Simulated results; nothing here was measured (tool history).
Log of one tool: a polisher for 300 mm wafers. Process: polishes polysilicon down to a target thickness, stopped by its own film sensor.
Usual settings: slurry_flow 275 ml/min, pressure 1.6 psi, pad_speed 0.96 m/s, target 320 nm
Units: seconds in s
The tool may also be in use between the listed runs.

run,day,slurry_flow,pressure,pad_speed,target,"incoming thickness of the incoming film, nm",seconds
1,0.000,275,1.6,1.22,320,609.2,55.7
2,1.204,275,1.6,0.96,266,612.1,84.7
3,2.150,275,1.6,0.96,266,612.8,85.6
4,2.858,275,1.6,0.96,266,613.5,87.1
5,3.725,275,1.6,0.70,320,608.4,99.6
6,4.421,275,1.6,0.70,320,601.8,96.3
7,5.146,275,1.6,0.70,320,604.8,97.0
# day 5.533: worn pad replaced by a new one
8,5.975,275,1.6,0.96,320,605.4,72.3
9,7.042,275,1.6,0.96,320,614.5,74.8
10,7.862,275,1.6,0.96,320,603.5,71.0
11,9.012,275,1.6,0.96,320,610.5,72.7
12,9.554,275,1.6,0.96,320,602.6,70.9
13,10.442,275,1.6,0.96,320,603.3,72.3
14,11.321,275,1.6,0.96,250,615.0,93.5
15,12.192,275,1.6,0.96,250,600.1,88.5
16,13.258,275,1.6,0.96,320,605.5,74.9
17,13.888,320,1.6,0.96,320,618.9,75.3
18,15.192,225,1.8,0.96,390,613.5,57.6
19,16.008,275,1.6,0.96,320,614.1,77.6
# day 16.450: worn pad replaced by a new one
# day 16.871: head pressure recalibrated
# day 17.317: slurry nozzle cleaned
20,17.338,330,1.8,1.24,242,605.3,61.8
21,18.496,275,1.6,0.96,320,612.0,70.5
22,19.354,275,2.1,0.96,320,614.6,57.8
23,20.721,220,1.3,1.22,359,611.0,57.8
24,21.788,275,1.4,0.96,419,616.8,52.9
25,22.367,330,1.8,0.96,361,604.9,53.6
26,23.671,275,1.6,0.96,242,605.6,88.0
27,24.896,330,1.6,0.96,320,603.2,66.3
# day 27.162: worn pad replaced by a new one
28,28.033,275,2.1,0.96,369,617.4,49.0
29,29.429,225,1.6,0.96,320,611.6,72.4
30,32.200,320,2.1,0.72,265,606.1,89.1
31,33.546,275,1.6,0.96,380,604.9,55.5
# day 34.358: head pressure recalibrated
32,34.825,300,1.6,0.96,320,612.9,71.4
33,35.483,275,1.6,0.96,320,602.3,70.7
# day 36.633: worn pad replaced by a new one
34,36.654,355,1.6,0.96,272,602.9,79.2
35,37.442,275,1.6,0.96,376,598.9,56.0
36,38.346,275,1.6,0.96,320,607.2,70.5
37,39.600,250,1.9,1.26,293,615.6,54.9
38,40.142,275,1.6,0.96,320,605.0,70.5

What the log doesn't show, run by run:
removal rate lost through wear of the pad, %: 0 in every run
deviation of the head's pressure from its setpoint, %: 0 in every run
H1: slurry flow missing at the pad, %
run,H1
1,18.8
2,20.6
3,22
4,23.2
5,24.6
6,25.8
7,27.2
8,28.7
9,30.8
10,32.5
11,34.9
12,36.1
13,38.1
14,40.1
15,42.2
16,44.8
17,46.4
18,49.8
19,52.1
20,3.53
21,3.59
22,3.7
23,4.01
24,4.36
25,4.59
26,5.22
27,5.93
28,8.32
29,9.65
30,12.8
31,14.5
32,16.3
33,17.3
34,19.1
35,20.4
36,22
37,24.3
38,25.3
